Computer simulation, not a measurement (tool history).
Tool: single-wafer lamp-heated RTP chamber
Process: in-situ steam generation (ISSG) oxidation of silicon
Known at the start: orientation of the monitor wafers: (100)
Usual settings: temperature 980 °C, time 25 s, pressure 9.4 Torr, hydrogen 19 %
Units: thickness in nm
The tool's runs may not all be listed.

| run | day | temperature | time | pressure | hydrogen | read-back reference wafer on the same gauge, thickness | thickness |
|---|---|---|---|---|---|---|---|
| 1 | 0 | 971 | 25 | 9.4 | 19 | 5.559 | 4.777 |
|  | 0.958 | pyrometer window cleaned and pyrometer calibrated |
| 2 | 1.158 | 980 | 25 | 9.4 | 19 | 5.555 | 4.892 |
| 3 | 2.308 | 980 | 25 | 9.4 | 26 | 5.544 | 5.241 |
| 4 | 2.925 | 980 | 29 | 9.4 | 19 | 5.537 | 5.267 |
| 5 | 3.825 | 980 | 29 | 9.4 | 19 | 5.536 | 5.262 |
| 6 | 4.688 | 980 | 28 | 9.4 | 19 | 5.53 | 5.172 |
| 7 | 6.004 | 980 | 25 | 8.7 | 19 | 5.518 | 4.921 |
| 8 | 6.621 | 993 | 28 | 8.9 | 11 | 5.521 | 4.889 |
| 9 | 7.629 | 1000 | 25 | 9.8 | 19 | 5.514 | 5.253 |
| 10 | 8.829 | 980 | 29 | 8.2 | 19 | 5.51 | 5.298 |
| 11 | 10.104 | 963 | 25 | 10.2 | 19 | 5.498 | 4.508 |
| 12 | 10.638 | 980 | 25 | 9.4 | 19 | 5.502 | 4.869 |
|  | 11.862 | hydrogen flow controller replaced |
| 13 | 11.883 | 980 | 25 | 9.4 | 19 | 5.489 | 4.866 |
| 14 | 12.296 | 980 | 16 | 8.6 | 19 | 5.493 | 4.017 |
| 15 | 12.938 | 980 | 25 | 9.4 | 19 | 5.487 | 4.852 |
|  | 14.175 | pressure gauge zeroed |
| 16 | 14.196 | 980 | 25 | 9.4 | 19 | 5.482 | 4.883 |
| 17 | 15.25 | 980 | 25 | 9.4 | 23 | 5.471 | 5.055 |
| 18 | 16.021 | 980 | 25 | 10.2 | 19 | 5.47 | 4.757 |
|  | 16.079 | gauge calibrated |
| 19 | 17.267 | 986 | 22 | 9.4 | 19 | 5.585 | 4.762 |
| 20 | 18.75 | 980 | 25 | 8.6 | 29 | 5.575 | 5.5 |
| 21 | 20.221 | 980 | 25 | 9.4 | 19 | 5.568 | 4.921 |
| 22 | 21.183 | 970 | 25 | 10.1 | 19 | 5.562 | 4.701 |
| 23 | 22.408 | 965 | 25 | 8.6 | 29 | 5.556 | 5.175 |
| 24 | 23.121 | 988 | 15 | 8.9 | 19 | 5.551 | 4.05 |
| 25 | 24.454 | 980 | 22 | 10.2 | 19 | 5.546 | 4.581 |
| 26 | 24.958 | 968 | 18 | 8.5 | 12 | 5.538 | 3.714 |
| 27 | 26.133 | 980 | 34 | 9 | 24 | 5.532 | 5.961 |
| 28 | 26.846 | 980 | 25 | 9.4 | 26 | 5.534 | 5.236 |
| 29 | 27.738 | 980 | 25 | 9.4 | 19 | 5.523 | 4.882 |
|  | 28.879 | pyrometer window cleaned and pyrometer calibrated |
| 30 | 28.938 | 967 | 25 | 8.9 | 19 | 5.523 | 4.677 |

5 ways to go on from here, each from the tool as it stands after run 30. What would each give?
| A | 28.954 | 980 | 34 | 9.4 | 19 | ? | ? |
| B | 28.954 | 961 | 25 | 9.4 | 19 | ? | ? |
| C | 28.954 | 965 | 25 | 9.4 | 27 | ? | ? |
| D | 28.954 | 992 | 25 | 9.4 | 29 | ? | ? |
| E | 28.954 | 974 | 25 | 10.2 | 19 | ? | ? |

| run | read-back reference wafer on the same gauge, thickness | thickness |
|---|---|---|
| A | 5.518 | 5.666 |
| B | 5.518 | 4.562 |
| C | 5.518 | 4.988 |
| D | 5.518 | 5.62 |
| E | 5.518 | 4.716 |
Without the tool's hidden state the same runs would have given:
| run | thickness |
|---|---|
| A | 5.76 |
| B | 4.637 |
| C | 5.071 |
| D | 5.713 |
| E | 4.794 |

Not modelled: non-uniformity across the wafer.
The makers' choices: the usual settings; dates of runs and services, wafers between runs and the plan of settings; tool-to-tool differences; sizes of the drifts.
